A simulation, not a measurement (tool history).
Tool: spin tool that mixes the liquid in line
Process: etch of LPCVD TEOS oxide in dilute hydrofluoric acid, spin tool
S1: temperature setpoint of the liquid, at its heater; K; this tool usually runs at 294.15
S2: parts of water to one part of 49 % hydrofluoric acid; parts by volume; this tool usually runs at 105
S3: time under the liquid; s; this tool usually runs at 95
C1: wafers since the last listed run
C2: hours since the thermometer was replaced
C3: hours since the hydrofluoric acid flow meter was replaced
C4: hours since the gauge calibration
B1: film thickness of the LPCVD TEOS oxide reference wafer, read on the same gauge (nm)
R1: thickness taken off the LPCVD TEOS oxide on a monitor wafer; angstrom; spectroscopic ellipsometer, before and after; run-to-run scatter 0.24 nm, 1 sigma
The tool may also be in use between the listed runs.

run 1 hour=0.0 | S1=296.15 S2=105 S3=95 | C1=0 C2=271.6 C3=720.6 C4=859.3 | B1=30.02 | R1=299.4
-- hour=14.4 hydrofluoric acid flow meter replaced
run 2 hour=86.7 | S1=296.15 S2=105 S3=95 | C1=556 C2=358.3 C3=72.3 C4=946.0 | B1=29.99 | R1=295.0
run 3 hour=173.6 | S1=296.15 S2=105 S3=95 | C1=564 C2=445.2 C3=159.2 C4=1032.9 | B1=30.01 | R1=297.3
run 4 hour=268.1 | S1=294.15 S2=105 S3=95 | C1=613 C2=539.7 C3=253.7 C4=1127.4 | B1=29.99 | R1=280.8
-- hour=357.6 thermometer replaced
run 5 hour=367.8 | S1=294.15 S2=105 S3=95 | C1=640 C2=10.2 C3=353.4 C4=1227.1 | B1=29.99 | R1=277.0
run 6 hour=451.8 | S1=294.15 S2=105 S3=95 | C1=545 C2=94.2 C3=437.4 C4=1311.1 | B1=30.00 | R1=274.7
run 7 hour=554.6 | S1=294.15 S2=105 S3=95 | C1=667 C2=197.0 C3=540.2 C4=1413.9 | B1=29.99 | R1=275.9
run 8 hour=654.1 | S1=294.15 S2=105 S3=95 | C1=646 C2=296.5 C3=639.7 C4=1513.4 | B1=29.99 | R1=275.0
run 9 hour=717.4 | S1=294.15 S2=105 S3=95 | C1=411 C2=359.8 C3=703.0 C4=1576.7 | B1=30.00 | R1=279.3
run 10 hour=785.4 | S1=290.65 S2=105 S3=95 | C1=441 C2=427.8 C3=771.0 C4=1644.7 | B1=30.02 | R1=238.3
run 11 hour=826.3 | S1=294.15 S2=105 S3=95 | C1=265 C2=468.7 C3=811.9 C4=1685.6 | B1=29.99 | R1=276.0
-- hour=868.3 hydrofluoric acid flow meter replaced
run 12 hour=880.2 | S1=294.15 S2=70 S3=95 | C1=343 C2=522.6 C3=11.9 C4=1739.5 | B1=30.02 | R1=433.4
-- hour=925.8 thermometer replaced
run 13 hour=975.4 | S1=294.15 S2=125 S3=80 | C1=611 C2=49.6 C3=107.1 C4=1834.7 | B1=30.00 | R1=189.4
run 14 hour=1074.1 | S1=292.15 S2=140 S3=70 | C1=640 C2=148.3 C3=205.8 C4=1933.4 | B1=30.01 | R1=135.6
run 15 hour=1131.7 | S1=295.65 S2=85 S3=95 | C1=374 C2=205.9 C3=263.4 C4=1991.0 | B1=30.02 | R1=372.2
-- hour=1261.0 gauge calibrated
run 16 hour=1384.7 | S1=294.15 S2=105 S3=65 | C1=1642 C2=458.9 C3=516.4 C4=123.7 | B1=30.00 | R1=190.2
run 17 hour=1448.4 | S1=296.15 S2=105 S3=95 | C1=413 C2=522.6 C3=580.1 C4=187.4 | B1=29.99 | R1=300.0
-- hour=1521.9 thermometer replaced
run 18 hour=1545.0 | S1=294.15 S2=105 S3=110 | C1=620 C2=23.1 C3=676.7 C4=284.0 | B1=30.02 | R1=319.2
-- hour=1621.7 hydrofluoric acid flow meter replaced
run 19 hour=1622.2 | S1=294.15 S2=105 S3=45 | C1=494 C2=100.3 C3=0.5 C4=361.2 | B1=30.01 | R1=131.0
run 20 hour=1686.9 | S1=292.15 S2=55 S3=45 | C1=420 C2=165.0 C3=65.2 C4=425.9 | B1=29.98 | R1=243.4
run 21 hour=1791.6 | S1=294.15 S2=150 S3=80 | C1=679 C2=269.7 C3=169.9 C4=530.6 | B1=30.00 | R1=154.4
run 22 hour=1836.7 | S1=294.15 S2=105 S3=95 | C1=292 C2=314.8 C3=215.0 C4=575.7 | B1=29.99 | R1=277.3
run 23 hour=1941.9 | S1=294.15 S2=105 S3=95 | C1=683 C2=420.0 C3=320.2 C4=680.9 | B1=30.00 | R1=276.1

Hidden condition of the tool, last listed run before each entry between runs versus first listed run after:
From run 1 to run 2: hydrofluoric acid flow meter replaced (hour 14.4)
  the hidden state is the same at both runs
From run 4 to run 5: thermometer replaced (hour 357.6)
  the hidden state is the same at both runs
From run 11 to run 12: hydrofluoric acid flow meter replaced (hour 868.3)
  the hidden state is the same at both runs
From run 12 to run 13: thermometer replaced (hour 925.8)
  the hidden state is the same at both runs
From run 15 to run 16: gauge calibrated (hour 1261.0)
  the hidden state is the same at both runs
From run 17 to run 18: thermometer replaced (hour 1521.9)
  the hidden state is the same at both runs
From run 18 to run 19: hydrofluoric acid flow meter replaced (hour 1621.7)
  the hidden state is the same at both runs

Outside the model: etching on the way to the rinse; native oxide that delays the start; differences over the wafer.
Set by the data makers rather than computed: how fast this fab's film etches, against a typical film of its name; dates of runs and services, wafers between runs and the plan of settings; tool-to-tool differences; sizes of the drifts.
